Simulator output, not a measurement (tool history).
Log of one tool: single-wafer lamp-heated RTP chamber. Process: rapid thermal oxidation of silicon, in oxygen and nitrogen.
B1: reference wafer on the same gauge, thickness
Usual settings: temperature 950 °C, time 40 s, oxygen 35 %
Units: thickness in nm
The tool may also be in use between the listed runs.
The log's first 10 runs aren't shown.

{"run": 11, "hour": 622.4, "temperature": 950, "time": 40, "oxygen": 35, "B1": 2.85, "thickness": 2.867}
{"run": 12, "hour": 678.6, "temperature": 950, "time": 40, "oxygen": 35, "B1": 2.85, "thickness": 2.867}
{"hour": 744.4, "done": "pyrometer window cleaned and pyrometer calibrated"}
{"run": 13, "hour": 744.9, "temperature": 950, "time": 40, "oxygen": 35, "B1": 2.85, "thickness": 2.846}
{"run": 14, "hour": 822.2, "temperature": 950, "time": 40, "oxygen": 35, "B1": 2.85, "thickness": 2.851}
{"hour": 852.3, "done": "oxygen flow controller replaced"}
{"run": 15, "hour": 922.8, "temperature": 950, "time": 40, "oxygen": 35, "B1": 2.85, "thickness": 2.873}
{"run": 16, "hour": 1007.6, "temperature": 950, "time": 40, "oxygen": 35, "B1": 2.85, "thickness": 2.869}
{"run": 17, "hour": 1060.4, "temperature": 950, "time": 40, "oxygen": 35, "B1": 2.85, "thickness": 2.868}
{"run": 18, "hour": 1097.0, "temperature": 950, "time": 40, "oxygen": 35, "B1": 2.85, "thickness": 2.866}
{"run": 19, "hour": 1164.5, "temperature": 970, "time": 40, "oxygen": 35, "B1": 2.85, "thickness": 3.137}
{"run": 20, "hour": 1257.2, "temperature": 962, "time": 40, "oxygen": 35, "B1": 2.85, "thickness": 3.037}
{"hour": 1313.7, "done": "gauge calibrated"}
{"run": 21, "hour": 1364.2, "temperature": 936, "time": 40, "oxygen": 35, "B1": 2.85, "thickness": 2.722}

Run 22 comes next. What will it give?
{"run": 22, "hour": 1451.5, "temperature": 950, "time": 21, "oxygen": 17, "B1": "?", "thickness": "?"}

B1: 2.85
thickness: 2.326 nm
Without the tool's hidden state the same run would have given thickness 2.321 nm.

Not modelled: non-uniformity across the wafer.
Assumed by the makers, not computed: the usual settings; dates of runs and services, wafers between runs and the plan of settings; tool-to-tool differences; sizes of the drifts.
